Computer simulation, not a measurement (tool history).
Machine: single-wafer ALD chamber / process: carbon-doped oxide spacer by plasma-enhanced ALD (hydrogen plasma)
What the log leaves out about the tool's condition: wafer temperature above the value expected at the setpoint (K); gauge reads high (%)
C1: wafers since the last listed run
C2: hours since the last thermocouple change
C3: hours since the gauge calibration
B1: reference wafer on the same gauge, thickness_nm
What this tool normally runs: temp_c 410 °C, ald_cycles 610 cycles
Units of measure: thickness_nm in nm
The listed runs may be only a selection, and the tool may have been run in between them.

Run 1, hour 0: usual settings; C1 0; C2 931.5; C3 216.5; B1 23.302. Result: thickness_nm 27.931 nm.
Run 2, hour 53.8: usual settings; C1 46; C2 985.3; C3 270.3; B1 23.301. Result: thickness_nm 27.822 nm.
Run 3, hour 79.2: usual settings; C1 22; C2 1010.7; C3 295.7; B1 23.322. Result: thickness_nm 27.972 nm.
Run 4, hour 134.7: usual settings; C1 48; C2 1066.2; C3 351.2; B1 23.281. Result: thickness_nm 27.86 nm.
Run 5, hour 169.7: usual settings but temp_c 406 °C, ald_cycles 578 cycles; C1 30; C2 1101.2; C3 386.2; B1 23.296. Result: thickness_nm 26.623 nm.
Run 6, hour 216.9: usual settings but temp_c 406 °C, ald_cycles 578 cycles; C1 40; C2 1148.4; C3 433.4; B1 23.29. Result: thickness_nm 26.743 nm.
Run 7, hour 284.3: usual settings but temp_c 406 °C, ald_cycles 578 cycles; C1 58; C2 1215.8; C3 500.8; B1 23.296. Result: thickness_nm 26.671 nm.
At hour 328.8: thermocouple changed; heater temperature recalibrated.
Run 8, hour 329.3: usual settings; C1 32; C2 0.5; C3 545.8; B1 23.334. Result: thickness_nm 27.752 nm.
At hour 345.1: gauge calibrated.
Run 9, hour 356: usual settings; C1 23; C2 27.2; C3 10.9; B1 23.306. Result: thickness_nm 27.62 nm.
Run 10, hour 412.1: usual settings but temp_c 419 °C, ald_cycles 697 cycles; C1 48; C2 83.3; C3 67; B1 23.281. Result: thickness_nm 30.821 nm.
At hour 472.2: thermocouple changed; heater temperature recalibrated, repeated, since the last time left the tool worse.
Run 11, hour 473.6: usual settings but temp_c 404 °C; C1 46; C2 1.4; C3 128.5; B1 23.317. Result: thickness_nm 28.627 nm.
Run 12, hour 549.7: usual settings but temp_c 418 °C, ald_cycles 543 cycles; C1 66; C2 77.5; C3 204.6; B1 23.287. Result: thickness_nm 24.55 nm.
Run 13, hour 576.1: usual settings but temp_c 399 °C, ald_cycles 547 cycles; C1 22; C2 103.9; C3 231; B1 23.276. Result: thickness_nm 25.839 nm.
Run 14, hour 616.7: usual settings but temp_c 417 °C, ald_cycles 555 cycles; C1 35; C2 144.5; C3 271.6; B1 23.305. Result: thickness_nm 25.082 nm.
Run 15, hour 659.5: usual settings but temp_c 405 °C, ald_cycles 518 cycles; C1 37; C2 187.3; C3 314.4; B1 23.311. Result: thickness_nm 24.067 nm.
Run 16, hour 686.3: usual settings but temp_c 415 °C, ald_cycles 513 cycles; C1 23; C2 214.1; C3 341.2; B1 23.3. Result: thickness_nm 23.304 nm.

Consider 5 possible next runs. They are alternatives, not a sequence: every one starts from the tool as it was left by run 16. What does each give?
Run A, hour 687.6: usual settings; C1 1; C2 215.4; C3 342.5; B1 ?. Result: thickness_nm ?.
Run B, hour 687.6: usual settings but temp_c 419 °C; C1 1; C2 215.4; C3 342.5; B1 ?. Result: thickness_nm ?.
Run C, hour 687.6: usual settings but temp_c 401 °C, ald_cycles 712 cycles; C1 1; C2 215.4; C3 342.5; B1 ?. Result: thickness_nm ?.
Run D, hour 687.6: usual settings but temp_c 415 °C, ald_cycles 655 cycles; C1 1; C2 215.4; C3 342.5; B1 ?. Result: thickness_nm ?.
Run E, hour 687.6: usual settings but ald_cycles 716 cycles; C1 1; C2 215.4; C3 342.5; B1 ?. Result: thickness_nm ?.

run      B1  thickness_nm
  A  23.305        28.121
  B  23.305        27.428
  C  23.305        33.631
  D  23.305        29.782
  E  23.305        33.007
What these runs would have given with no unlogged condition in the tool:
run  thickness_nm
  A        28.266
  B        27.573
  C          33.8
  D        29.938
  E        33.178

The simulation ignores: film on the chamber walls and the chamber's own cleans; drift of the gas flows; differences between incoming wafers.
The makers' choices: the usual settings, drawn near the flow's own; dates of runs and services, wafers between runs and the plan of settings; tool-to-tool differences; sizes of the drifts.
